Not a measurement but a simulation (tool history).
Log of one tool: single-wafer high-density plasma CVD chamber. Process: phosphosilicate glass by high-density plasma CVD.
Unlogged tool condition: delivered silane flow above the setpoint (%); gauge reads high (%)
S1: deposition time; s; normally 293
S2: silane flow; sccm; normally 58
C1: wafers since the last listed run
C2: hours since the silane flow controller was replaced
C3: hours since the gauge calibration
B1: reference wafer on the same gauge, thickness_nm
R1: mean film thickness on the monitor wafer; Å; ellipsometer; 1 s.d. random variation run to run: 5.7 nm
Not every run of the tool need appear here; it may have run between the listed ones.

Run 1, hour 0: usual settings; C1 0; C2 2934.1; C3 698.1; B1 1429.568. Result: R1 15777.52 Å.
Run 2, hour 38.8: usual settings; C1 237; C2 2972.9; C3 736.9; B1 1428.77. Result: R1 15697.52 Å.
Run 3, hour 86.8: usual settings; C1 293; C2 3020.9; C3 784.9; B1 1429.131. Result: R1 15833.49 Å.
Run 4, hour 120.9: usual settings; C1 208; C2 3055; C3 819; B1 1429.157. Result: R1 15750.46 Å.
Run 5, hour 156.5: usual settings but S1 319 s; C1 218; C2 3090.6; C3 854.6; B1 1429.957. Result: R1 17199.16 Å.
Run 6, hour 186.3: usual settings but S1 319 s; C1 182; C2 3120.4; C3 884.4; B1 1429.73. Result: R1 17238.53 Å.
Run 7, hour 249.5: usual settings but S1 319 s; C1 387; C2 3183.6; C3 947.6; B1 1430.147. Result: R1 17190.94 Å.
Run 8, hour 308.8: usual settings; C1 363; C2 3242.9; C3 1006.9; B1 1430.217. Result: R1 15964.6 Å.
Run 9, hour 360.7: usual settings; C1 317; C2 3294.8; C3 1058.8; B1 1431.341. Result: R1 15859.35 Å.
Run 10, hour 395.8: usual settings; C1 214; C2 3329.9; C3 1093.9; B1 1428.746. Result: R1 15863.87 Å.
Run 11, hour 422: usual settings; C1 160; C2 3356.1; C3 1120.1; B1 1430.611. Result: R1 15792.4 Å.
Run 12, hour 460: usual settings; C1 232; C2 3394.1; C3 1158.1; B1 1430.321. Result: R1 15912.7 Å.
Run 13, hour 526.5: usual settings; C1 407; C2 3460.6; C3 1224.6; B1 1431.817. Result: R1 15994.73 Å.
Run 14, hour 553.1: usual settings; C1 162; C2 3487.2; C3 1251.2; B1 1428.62. Result: R1 15940.45 Å.
Run 15, hour 608.1: usual settings but S1 316 s, S2 52 sccm; C1 336; C2 3542.2; C3 1306.2; B1 1428.953. Result: R1 15419.86 Å.
Run 16, hour 676.8: usual settings but S1 316 s, S2 52 sccm; C1 420; C2 3610.9; C3 1374.9; B1 1431.881. Result: R1 15540.76 Å.
Run 17, hour 729: usual settings but S1 316 s, S2 52 sccm; C1 319; C2 3663.1; C3 1427.1; B1 1431.296. Result: R1 15615.87 Å.
At hour 749.9: silane flow controller replaced.
Run 18, hour 756.6: usual settings but S1 274 s, S2 49 sccm; C1 120; C2 6.7; C3 1454.7; B1 1428.872. Result: R1 12006.02 Å.
At hour 765.8: gauge calibrated.
Run 19, hour 811.1: usual settings but S1 274 s, S2 49 sccm; C1 333; C2 61.2; C3 45.3; B1 1430.692. Result: R1 12053.12 Å.
Run 20, hour 876.1: usual settings but S1 331 s, S2 67 sccm; C1 398; C2 126.2; C3 110.3; B1 1432.396. Result: R1 19866.35 Å.
Run 21, hour 926.3: usual settings but S1 329 s; C1 307; C2 176.4; C3 160.5; B1 1429.001. Result: R1 17176.65 Å.
Run 22, hour 965: usual settings but S1 320 s; C1 237; C2 215.1; C3 199.2; B1 1430.163. Result: R1 16741.21 Å.
Run 23, hour 1004.9: usual settings but S1 263 s, S2 48 sccm; C1 244; C2 255; C3 239.1; B1 1428.409. Result: R1 11323.98 Å.
Run 24, hour 1042.4: usual settings but S1 243 s, S2 66 sccm; C1 229; C2 292.5; C3 276.6; B1 1427.976. Result: R1 14450.15 Å.
Run 25, hour 1079.2: usual settings; C1 225; C2 329.3; C3 313.4; B1 1429.824. Result: R1 15324.5 Å.
Run 26, hour 1127.5: usual settings but S1 319 s; C1 295; C2 377.6; C3 361.7; B1 1430.44. Result: R1 16669.5 Å.
Run 27, hour 1189.1: usual settings but S1 248 s, S2 67 sccm; C1 377; C2 439.2; C3 423.3; B1 1430.016. Result: R1 14933.48 Å.
Run 28, hour 1233.1: usual settings but S1 336 s, S2 51 sccm; C1 269; C2 483.2; C3 467.3; B1 1428.555. Result: R1 15437.61 Å.
Run 29, hour 1291.7: usual settings but S1 341 s, S2 55 sccm; C1 358; C2 541.8; C3 525.9; B1 1428.35. Result: R1 17014.53 Å.
Run 30, hour 1316.7: usual settings but S1 345 s; C1 153; C2 566.8; C3 550.9; B1 1430.866. Result: R1 18132.58 Å.
Run 31, hour 1350.9: usual settings but S1 258 s, S2 66 sccm; C1 209; C2 601; C3 585.1; B1 1431.28. Result: R1 15373.6 Å.
Run 32, hour 1411.4: usual settings but S1 321 s, S2 54 sccm; C1 370; C2 661.5; C3 645.6; B1 1430.717. Result: R1 15604.57 Å.
Run 33, hour 1468.7: usual settings but S1 319 s; C1 350; C2 718.8; C3 702.9; B1 1430.437. Result: R1 16700.54 Å.
Run 34, hour 1510.1: usual settings but S1 330 s, S2 51 sccm; C1 253; C2 760.2; C3 744.3; B1 1431.346. Result: R1 15227.28 Å.
Run 35, hour 1547: usual settings but S1 321 s, S2 54 sccm; C1 225; C2 797.1; C3 781.2; B1 1430.782. Result: R1 15609.74 Å.
Run 36, hour 1572.1: usual settings but S1 314 s, S2 63 sccm; C1 153; C2 822.2; C3 806.3; B1 1428.526. Result: R1 17844.86 Å.
Run 37, hour 1598: usual settings but S1 258 s, S2 51 sccm; C1 158; C2 848.1; C3 832.2; B1 1430.459. Result: R1 11844.96 Å.
Run 38, hour 1645.3: usual settings but S1 240 s, S2 50 sccm; C1 289; C2 895.4; C3 879.5; B1 1430.085. Result: R1 10833.38 Å.

Hidden state or all else? Some run-to-run changes of R1, split into what the settings, what came in and random variation would give without the hidden state, and what is left for the hidden state (with any gauge scatter that isn't in both results):
Run 4 -> 5: S1 293 -> 319. R1 +1448.7 Å: hidden state +63.78, all else +1384.92.
Run 15 -> 16: no setting touched and nothing written in the log between the runs. R1 +120.9 Å: hidden state +36.03, all else +84.87.
Run 17 -> 18: S1 316 -> 274, S2 52 -> 49, silane flow controller replaced. R1 -3609.85 Å: hidden state -742.3, all else -2867.55.
Run 19 -> 20: S1 274 -> 331, S2 49 -> 67. R1 +7813.23 Å: hidden state +24.76, all else +7788.47.
Run 22 -> 23: S1 320 -> 263, S2 58 -> 48. R1 -5417.23 Å: hidden state -16.52, all else -5400.71.
Run 36 -> 37: S1 314 -> 258, S2 63 -> 51. R1 -5999.9 Å: hidden state -33.53, all else -5966.37.
